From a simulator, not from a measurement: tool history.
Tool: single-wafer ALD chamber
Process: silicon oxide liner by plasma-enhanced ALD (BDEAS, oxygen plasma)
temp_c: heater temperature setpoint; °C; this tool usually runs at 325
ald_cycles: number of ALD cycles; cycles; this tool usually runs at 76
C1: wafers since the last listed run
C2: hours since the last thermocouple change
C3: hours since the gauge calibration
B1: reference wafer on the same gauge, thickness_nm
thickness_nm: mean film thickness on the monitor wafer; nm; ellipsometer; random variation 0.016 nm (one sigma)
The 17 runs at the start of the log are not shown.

run 18 hour=888 | temp_c=320 ald_cycles=84 | C1=221 C2=161.4 C3=213.3 | B1=5.263 | thickness_nm=7.19
run 19 hour=931 | temp_c=325 ald_cycles=76 | C1=181 C2=204.4 C3=256.3 | B1=5.261 | thickness_nm=6.44
run 20 hour=969.4 | temp_c=316 ald_cycles=63 | C1=161 C2=242.8 C3=294.7 | B1=5.261 | thickness_nm=5.405
run 21 hour=1041.2 | temp_c=325 ald_cycles=76 | C1=302 C2=314.6 C3=366.5 | B1=5.261 | thickness_nm=6.442
run 22 hour=1065.5 | temp_c=311 ald_cycles=68 | C1=102 C2=338.9 C3=390.8 | B1=5.26 | thickness_nm=5.855
run 23 hour=1131.3 | temp_c=325 ald_cycles=76 | C1=277 C2=404.7 C3=456.6 | B1=5.263 | thickness_nm=6.446
run 24 hour=1188.1 | temp_c=312 ald_cycles=62 | C1=239 C2=461.5 C3=513.4 | B1=5.26 | thickness_nm=5.332
run 25 hour=1217.1 | temp_c=319 ald_cycles=76 | C1=122 C2=490.5 C3=542.4 | B1=5.261 | thickness_nm=6.475
run 26 hour=1243.8 | temp_c=338 ald_cycles=83 | C1=112 C2=517.2 C3=569.1 | B1=5.261 | thickness_nm=6.905
run 27 hour=1275.5 | temp_c=336 ald_cycles=84 | C1=133 C2=548.9 C3=600.8 | B1=5.257 | thickness_nm=7.018
run 28 hour=1340.7 | temp_c=316 ald_cycles=76 | C1=274 C2=614.1 C3=666 | B1=5.258 | thickness_nm=6.524
run 29 hour=1392.9 | temp_c=325 ald_cycles=76 | C1=219 C2=666.3 C3=718.2 | B1=5.258 | thickness_nm=6.449
run 30 hour=1448.9 | temp_c=332 ald_cycles=76 | C1=235 C2=722.3 C3=774.2 | B1=5.264 | thickness_nm=6.387

Consider 5 possible next runs. They are alternatives, not a sequence: every one starts from the tool as it was left by run 30. What does each give?
run A hour=1449.4 | temp_c=325 ald_cycles=61 | C1=2 C2=722.8 C3=774.7 | B1=? | thickness_nm=?
run B hour=1449.4 | temp_c=325 ald_cycles=65 | C1=2 C2=722.8 C3=774.7 | B1=? | thickness_nm=?
run C hour=1449.4 | temp_c=314 ald_cycles=65 | C1=2 C2=722.8 C3=774.7 | B1=? | thickness_nm=?
run D hour=1449.4 | temp_c=318 ald_cycles=82 | C1=2 C2=722.8 C3=774.7 | B1=? | thickness_nm=?
run E hour=1449.4 | temp_c=330 ald_cycles=84 | C1=2 C2=722.8 C3=774.7 | B1=? | thickness_nm=?

run=A B1=5.262 thickness_nm=5.162
run=B B1=5.262 thickness_nm=5.5
run=C B1=5.262 thickness_nm=5.577
run=D B1=5.262 thickness_nm=7.001
run=E B1=5.262 thickness_nm=7.063
With no hidden state in the tool, these same runs would have given:
run=A thickness_nm=5.162
run=B thickness_nm=5.5
run=C thickness_nm=5.577
run=D thickness_nm=7.001
run=E thickness_nm=7.063
